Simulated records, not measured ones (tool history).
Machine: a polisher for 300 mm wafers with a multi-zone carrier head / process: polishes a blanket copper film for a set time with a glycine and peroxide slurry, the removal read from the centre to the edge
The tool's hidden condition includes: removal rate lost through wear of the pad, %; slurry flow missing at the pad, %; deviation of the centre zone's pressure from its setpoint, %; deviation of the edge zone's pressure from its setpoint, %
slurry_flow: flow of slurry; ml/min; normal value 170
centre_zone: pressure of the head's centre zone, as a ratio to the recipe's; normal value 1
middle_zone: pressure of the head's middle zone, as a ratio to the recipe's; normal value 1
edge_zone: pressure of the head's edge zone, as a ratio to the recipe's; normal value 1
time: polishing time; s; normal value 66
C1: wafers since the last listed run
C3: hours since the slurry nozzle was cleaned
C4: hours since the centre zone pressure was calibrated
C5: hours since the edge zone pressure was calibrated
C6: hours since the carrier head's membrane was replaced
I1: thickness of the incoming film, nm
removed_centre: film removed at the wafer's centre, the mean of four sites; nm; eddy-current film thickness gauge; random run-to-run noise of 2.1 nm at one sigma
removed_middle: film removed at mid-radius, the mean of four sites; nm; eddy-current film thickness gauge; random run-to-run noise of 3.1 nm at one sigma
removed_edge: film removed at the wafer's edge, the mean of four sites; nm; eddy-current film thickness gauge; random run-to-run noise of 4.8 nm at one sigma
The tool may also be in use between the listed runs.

{"run": 1, "hour": 0.0, "slurry_flow": 170, "centre_zone": 0.94, "middle_zone": 0.95, "edge_zone": 1, "time": 66, "C1": 0, "wafers polished on this pad": 5035, "C3": 83.1, "C4": 52.4, "C5": 678.6, "C6": 986.5, "I1": 2316.8, "removed_centre": 268.9, "removed_middle": 280.6, "removed_edge": 297.7}
{"hour": 8.8, "done": "edge zone pressure recalibrated"}
{"hour": 29.6, "done": "worn pad replaced by a new one"}
{"run": 2, "hour": 30.1, "slurry_flow": 220, "centre_zone": 1, "middle_zone": 1, "edge_zone": 1, "time": 66, "C1": 231, "wafers polished on this pad": 5, "C3": 113.2, "C4": 82.5, "C5": 21.3, "C6": 1016.6, "I1": 2315.8, "removed_centre": 322.2, "removed_middle": 327.8, "removed_edge": 322.1}
{"run": 3, "hour": 64.4, "slurry_flow": 170, "centre_zone": 1, "middle_zone": 1, "edge_zone": 1.04, "time": 66, "C1": 330, "wafers polished on this pad": 335, "C3": 147.5, "C4": 116.8, "C5": 55.6, "C6": 1050.9, "I1": 2333.1, "removed_centre": 309, "removed_middle": 317.3, "removed_edge": 311.2}
{"run": 4, "hour": 122.9, "slurry_flow": 140, "centre_zone": 1, "middle_zone": 0.96, "edge_zone": 0.92, "time": 66, "C1": 562, "wafers polished on this pad": 898, "C3": 206, "C4": 175.3, "C5": 114.1, "C6": 1109.4, "I1": 2323.9, "removed_centre": 302, "removed_middle": 297.1, "removed_edge": 291.8}
{"hour": 158.9, "done": "carrier head's membrane replaced by a new one"}
{"run": 5, "hour": 182.7, "slurry_flow": 170, "centre_zone": 1, "middle_zone": 1, "edge_zone": 1, "time": 66, "C1": 527, "wafers polished on this pad": 1425, "C3": 265.8, "C4": 235.1, "C5": 173.9, "C6": 23.8, "I1": 2339.4, "removed_centre": 307.1, "removed_middle": 317.2, "removed_edge": 308.5}
{"run": 6, "hour": 226.1, "slurry_flow": 170, "centre_zone": 1, "middle_zone": 1.04, "edge_zone": 1, "time": 56, "C1": 417, "wafers polished on this pad": 1843, "C3": 309.2, "C4": 278.5, "C5": 217.3, "C6": 67.2, "I1": 2350.3, "removed_centre": 256, "removed_middle": 274.3, "removed_edge": 256.4}
{"run": 7, "hour": 284.0, "slurry_flow": 170, "centre_zone": 1, "middle_zone": 1, "edge_zone": 1, "time": 66, "C1": 557, "wafers polished on this pad": 2400, "C3": 367.1, "C4": 336.4, "C5": 275.2, "C6": 125.1, "I1": 2317.7, "removed_centre": 300.7, "removed_middle": 304.5, "removed_edge": 305.4}
{"run": 8, "hour": 321.9, "slurry_flow": 110, "centre_zone": 0.96, "middle_zone": 0.95, "edge_zone": 1, "time": 83, "C1": 364, "wafers polished on this pad": 2764, "C3": 405, "C4": 374.3, "C5": 313.1, "C6": 163, "I1": 2372.9, "removed_centre": 338.2, "removed_middle": 346.2, "removed_edge": 356.3}
{"run": 9, "hour": 351.5, "slurry_flow": 130, "centre_zone": 1, "middle_zone": 1, "edge_zone": 1, "time": 46, "C1": 284, "wafers polished on this pad": 3049, "C3": 434.6, "C4": 403.9, "C5": 342.7, "C6": 192.6, "I1": 2337.6, "removed_centre": 197.5, "removed_middle": 206.6, "removed_edge": 205.3}
{"hour": 362.9, "done": "centre zone pressure recalibrated"}
{"run": 10, "hour": 418.4, "slurry_flow": 170, "centre_zone": 1, "middle_zone": 1, "edge_zone": 1, "time": 85, "C1": 624, "wafers polished on this pad": 3674, "C3": 501.5, "C4": 55.5, "C5": 409.6, "C6": 259.5, "I1": 2382.2, "removed_centre": 371.1, "removed_middle": 386, "removed_edge": 383.3}
{"run": 11, "hour": 473.7, "slurry_flow": 170, "centre_zone": 1, "middle_zone": 1, "edge_zone": 1, "time": 66, "C1": 532, "wafers polished on this pad": 4206, "C3": 556.8, "C4": 110.8, "C5": 464.9, "C6": 314.8, "I1": 2321.6, "removed_centre": 289.5, "removed_middle": 302.5, "removed_edge": 288}
{"run": 12, "hour": 523.8, "slurry_flow": 170, "centre_zone": 0.94, "middle_zone": 1.11, "edge_zone": 1.09, "time": 66, "C1": 482, "wafers polished on this pad": 4688, "C3": 606.9, "C4": 160.9, "C5": 515, "C6": 364.9, "I1": 2331.9, "removed_centre": 268.1, "removed_middle": 321.8, "removed_edge": 309.2}
{"hour": 533.6, "done": "slurry nozzle cleaned"}
{"hour": 541.9, "done": "worn pad replaced by a new one"}
{"run": 13, "hour": 564.3, "slurry_flow": 170, "centre_zone": 1, "middle_zone": 1, "edge_zone": 1.04, "time": 66, "C1": 341, "wafers polished on this pad": 215, "C3": 30.7, "C4": 201.4, "C5": 555.5, "C6": 405.4, "I1": 2344.4, "removed_centre": 317.3, "removed_middle": 322.8, "removed_edge": 327.1}
{"hour": 625.9, "done": "edge zone pressure recalibrated"}
{"run": 14, "hour": 632.5, "slurry_flow": 150, "centre_zone": 0.92, "middle_zone": 0.91, "edge_zone": 1, "time": 73, "C1": 636, "wafers polished on this pad": 852, "C3": 98.9, "C4": 269.6, "C5": 6.6, "C6": 473.6, "I1": 2351.9, "removed_centre": 305.8, "removed_middle": 318.6, "removed_edge": 344.1}
{"run": 15, "hour": 692.5, "slurry_flow": 170, "centre_zone": 1, "middle_zone": 1, "edge_zone": 1, "time": 66, "C1": 577, "wafers polished on this pad": 1430, "C3": 158.9, "C4": 329.6, "C5": 66.6, "C6": 533.6, "I1": 2344.7, "removed_centre": 307, "removed_middle": 317.8, "removed_edge": 319}
{"run": 16, "hour": 753.5, "slurry_flow": 170, "centre_zone": 1, "middle_zone": 1, "edge_zone": 1, "time": 86, "C1": 586, "wafers polished on this pad": 2017, "C3": 219.9, "C4": 390.6, "C5": 127.6, "C6": 594.6, "I1": 2340.5, "removed_centre": 397, "removed_middle": 409.8, "removed_edge": 404}
{"run": 17, "hour": 792.6, "slurry_flow": 170, "centre_zone": 1, "middle_zone": 1, "edge_zone": 1, "time": 66, "C1": 376, "wafers polished on this pad": 2393, "C3": 259, "C4": 429.7, "C5": 166.7, "C6": 633.7, "I1": 2354.3, "removed_centre": 300.7, "removed_middle": 314.5, "removed_edge": 305.3}
{"run": 18, "hour": 817.0, "slurry_flow": 135, "centre_zone": 1, "middle_zone": 1.1, "edge_zone": 1, "time": 66, "C1": 234, "wafers polished on this pad": 2628, "C3": 283.4, "C4": 454.1, "C5": 191.1, "C6": 658.1, "I1": 2369.6, "removed_centre": 287.9, "removed_middle": 328.2, "removed_edge": 307.4}
{"run": 19, "hour": 848.5, "slurry_flow": 170, "centre_zone": 1, "middle_zone": 1, "edge_zone": 1.03, "time": 74, "C1": 303, "wafers polished on this pad": 2931, "C3": 314.9, "C4": 485.6, "C5": 222.6, "C6": 689.6, "I1": 2310.5, "removed_centre": 335, "removed_middle": 350.1, "removed_edge": 338.3}
{"run": 20, "hour": 875.9, "slurry_flow": 170, "centre_zone": 1, "middle_zone": 1, "edge_zone": 1, "time": 66, "C1": 263, "wafers polished on this pad": 3194, "C3": 342.3, "C4": 513, "C5": 250, "C6": 717, "I1": 2339.4, "removed_centre": 295.2, "removed_middle": 302.1, "removed_edge": 302.7}
{"hour": 897.3, "done": "centre zone pressure recalibrated"}
{"run": 21, "hour": 911.0, "slurry_flow": 170, "centre_zone": 1, "middle_zone": 0.92, "edge_zone": 1, "time": 66, "C1": 318, "wafers polished on this pad": 3513, "C3": 377.4, "C4": 13.7, "C5": 285.1, "C6": 752.1, "I1": 2312.5, "removed_centre": 294.5, "removed_middle": 285.3, "removed_edge": 303.6}

Here are 5 independent what-if runs from the current tool condition. What would each one return?
{"run": "A", "hour": 911.4, "slurry_flow": 170, "centre_zone": 1, "middle_zone": 1, "edge_zone": 1, "time": 66, "C1": 3, "wafers polished on this pad": 3517, "C3": 377.8, "C4": 14.1, "C5": 285.5, "C6": 752.5, "I1": 2348.8, "removed_centre": "?", "removed_middle": "?", "removed_edge": "?"}
{"run": "B", "hour": 911.4, "slurry_flow": 215, "centre_zone": 1, "middle_zone": 1, "edge_zone": 0.96, "time": 66, "C1": 3, "wafers polished on this pad": 3517, "C3": 377.8, "C4": 14.1, "C5": 285.5, "C6": 752.5, "I1": 2348.8, "removed_centre": "?", "removed_middle": "?", "removed_edge": "?"}
{"run": "C", "hour": 911.4, "slurry_flow": 170, "centre_zone": 1, "middle_zone": 1, "edge_zone": 0.94, "time": 66, "C1": 3, "wafers polished on this pad": 3517, "C3": 377.8, "C4": 14.1, "C5": 285.5, "C6": 752.5, "I1": 2348.8, "removed_centre": "?", "removed_middle": "?", "removed_edge": "?"}
{"run": "D", "hour": 911.4, "slurry_flow": 220, "centre_zone": 0.9, "middle_zone": 1.1, "edge_zone": 1, "time": 52, "C1": 3, "wafers polished on this pad": 3517, "C3": 377.8, "C4": 14.1, "C5": 285.5, "C6": 752.5, "I1": 2348.8, "removed_centre": "?", "removed_middle": "?", "removed_edge": "?"}
{"run": "E", "hour": 911.4, "slurry_flow": 170, "centre_zone": 1.11, "middle_zone": 1, "edge_zone": 1, "time": 66, "C1": 3, "wafers polished on this pad": 3517, "C3": 377.8, "C4": 14.1, "C5": 285.5, "C6": 752.5, "I1": 2348.8, "removed_centre": "?", "removed_middle": "?", "removed_edge": "?"}

run=A removed_centre=295.5 removed_middle=302 removed_edge=299
run=B removed_centre=304.9 removed_middle=310.5 removed_edge=299.3
run=C removed_centre=295.5 removed_middle=302.1 removed_edge=290.4
run=D removed_centre=216.8 removed_middle=266.1 removed_edge=240.6
run=E removed_centre=328.2 removed_middle=301.8 removed_edge=299
Stripped of hidden state, with their random variation kept, the same runs would have yielded:
run=A removed_centre=316.6 removed_middle=323.6 removed_edge=320.4
run=B removed_centre=326.6 removed_middle=332.7 removed_edge=320.6
run=C removed_centre=316.6 removed_middle=323.6 removed_edge=311.1
run=D removed_centre=232.2 removed_middle=285.1 removed_edge=257.7
run=E removed_centre=351.7 removed_middle=323.4 removed_edge=320.4
